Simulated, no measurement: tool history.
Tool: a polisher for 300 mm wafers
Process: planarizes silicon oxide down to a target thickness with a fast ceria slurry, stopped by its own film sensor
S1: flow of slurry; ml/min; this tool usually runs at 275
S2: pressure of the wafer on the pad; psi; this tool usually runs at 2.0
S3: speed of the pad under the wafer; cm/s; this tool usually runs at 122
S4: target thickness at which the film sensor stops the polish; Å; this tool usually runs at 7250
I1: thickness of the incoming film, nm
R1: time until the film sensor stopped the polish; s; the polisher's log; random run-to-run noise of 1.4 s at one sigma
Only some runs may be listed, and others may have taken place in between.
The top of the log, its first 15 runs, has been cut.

run	hour	S1	S2	S3	S4	I1	R1
16	179.0	275	1.4	112	7250	2002.4	124.3
17	191.9	275	1.4	112	7250	2015.2	125.1
18	204.2	275	2.0	122	7250	1990.5	78.5
19	216.9	275	2.0	122	7250	1988.0	80.6
20	225.0	275	2.0	122	7250	1974.1	79.2
21	235.6	275	1.7	136	10560	1969.8	61.6
# hour 256.9: worn pad replaced by a new one, of another model than before
22	264.0	275	2.6	154	7250	1989.5	53.5
23	280.0	300	1.4	90	4520	1993.7	147.7
# hour 283.7: head pressure recalibrated
24	289.3	275	1.5	122	8610	1968.2	82.1
25	300.7	275	2.0	146	10200	1961.8	51.9
26	306.7	275	2.3	164	7250	1961.2	56.7
27	313.5	275	2.0	122	7250	1949.5	77.3
# hour 326.2: slurry nozzle cleaned
28	345.4	275	2.0	122	11040	1960.9	53.0
29	359.5	310	1.4	160	7250	2006.8	91.3
# hour 372.4: worn pad replaced by a new one
30	372.9	220	1.4	144	5220	1977.4	105.0
31	385.9	275	1.5	122	8610	1986.1	86.9
32	392.6	345	2.0	122	7250	1955.9	73.0
33	399.2	370	2.0	82	7250	1974.0	93.2
34	416.7	275	2.6	122	7250	2013.6	62.4
35	430.7	275	2.0	148	4230	1974.2	87.3
36	448.3	275	2.0	122	4400	1964.8	98.7

Alternative continuations, all from the tool just after run 36; predict every row:
A	448.8	275	2.0	122	7250	1979.2	?
B	448.8	275	2.0	156	7250	1979.2	?
C	448.8	240	2.0	142	8780	1979.2	?
D	448.8	220	2.0	122	7250	1979.2	?
E	448.8	350	1.7	122	7250	1979.2	?

run	R1
A	81.3
B	69.6
C	65.5
D	82.5
E	91.0
Without the tool's hidden state the same runs would have given:
run	R1
A	76.1
B	65.1
C	61.3
D	77.2
E	85.2

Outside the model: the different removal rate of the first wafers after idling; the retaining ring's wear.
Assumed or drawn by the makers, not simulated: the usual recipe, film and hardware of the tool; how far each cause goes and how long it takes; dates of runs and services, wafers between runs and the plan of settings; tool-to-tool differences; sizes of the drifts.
